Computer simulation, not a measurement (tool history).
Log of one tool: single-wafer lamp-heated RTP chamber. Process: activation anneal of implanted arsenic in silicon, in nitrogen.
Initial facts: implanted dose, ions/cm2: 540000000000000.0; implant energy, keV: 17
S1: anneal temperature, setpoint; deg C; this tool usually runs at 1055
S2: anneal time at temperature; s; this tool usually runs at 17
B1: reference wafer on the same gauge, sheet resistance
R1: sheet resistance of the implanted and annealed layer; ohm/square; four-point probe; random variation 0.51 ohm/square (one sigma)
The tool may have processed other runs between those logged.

{"run": 1, "day": 0.0, "S1": 1055, "S2": 17, "B1": 191.98, "R1": 177.84}
{"run": 2, "day": 1.05, "S1": 1055, "S2": 17, "B1": 191.95, "R1": 177.29}
{"day": 2.312, "done": "reflector plate cleaned"}
{"run": 3, "day": 3.654, "S1": 1055, "S2": 17, "B1": 192.01, "R1": 178.41}
{"run": 4, "day": 6.642, "S1": 1055, "S2": 17, "B1": 192.03, "R1": 178.97}
{"run": 5, "day": 7.746, "S1": 1055, "S2": 17, "B1": 192.0, "R1": 179.15}
{"run": 6, "day": 8.942, "S1": 1055, "S2": 17, "B1": 191.96, "R1": 178.96}
{"day": 11.629, "done": "pyrometer window cleaned and pyrometer calibrated"}
{"run": 7, "day": 11.821, "S1": 1055, "S2": 17, "B1": 191.93, "R1": 178.52}
{"run": 8, "day": 17.996, "S1": 1055, "S2": 17, "B1": 191.99, "R1": 178.57}
{"day": 20.879, "done": "gauge calibrated"}
{"run": 9, "day": 20.971, "S1": 1055, "S2": 17, "B1": 192.05, "R1": 178.15}
{"run": 10, "day": 23.746, "S1": 1070, "S2": 25, "B1": 192.09, "R1": 169.52}
{"day": 24.242, "done": "reflector plate cleaned"}
{"run": 11, "day": 25.446, "S1": 1055, "S2": 17, "B1": 191.85, "R1": 176.79}
{"run": 12, "day": 27.75, "S1": 1055, "S2": 17, "B1": 192.07, "R1": 176.13}
{"run": 13, "day": 29.221, "S1": 1055, "S2": 17, "B1": 192.06, "R1": 177.14}
{"day": 30.421, "done": "reflector plate cleaned, repeated, since the last time left the tool worse"}
{"day": 30.7, "done": "pyrometer window cleaned and pyrometer calibrated"}
{"run": 14, "day": 31.146, "S1": 1028, "S2": 24, "B1": 192.2, "R1": 180.62}
{"run": 15, "day": 33.875, "S1": 1047, "S2": 22, "B1": 191.91, "R1": 176.96}
{"run": 16, "day": 35.088, "S1": 1055, "S2": 20, "B1": 192.14, "R1": 176.3}
{"run": 17, "day": 36.279, "S1": 1079, "S2": 17, "B1": 191.89, "R1": 172.88}
{"run": 18, "day": 37.688, "S1": 1055, "S2": 17, "B1": 192.08, "R1": 178.86}

3 options for the next run, each taken on its own from the tool as it stands now. Forecast them:
{"run": "A", "day": 37.704, "S1": 1068, "S2": 17, "B1": "?", "R1": "?"}
{"run": "B", "day": 37.704, "S1": 1077, "S2": 13, "B1": "?", "R1": "?"}
{"run": "C", "day": 37.704, "S1": 1040, "S2": 10, "B1": "?", "R1": "?"}

run=A B1=192.03 R1=175.55
run=B B1=192.03 R1=176.22
run=C B1=192.03 R1=185.51
What these runs would have given with no unlogged condition in the tool:
run=A R1=175.89
run=B R1=176.56
run=C R1=185.76
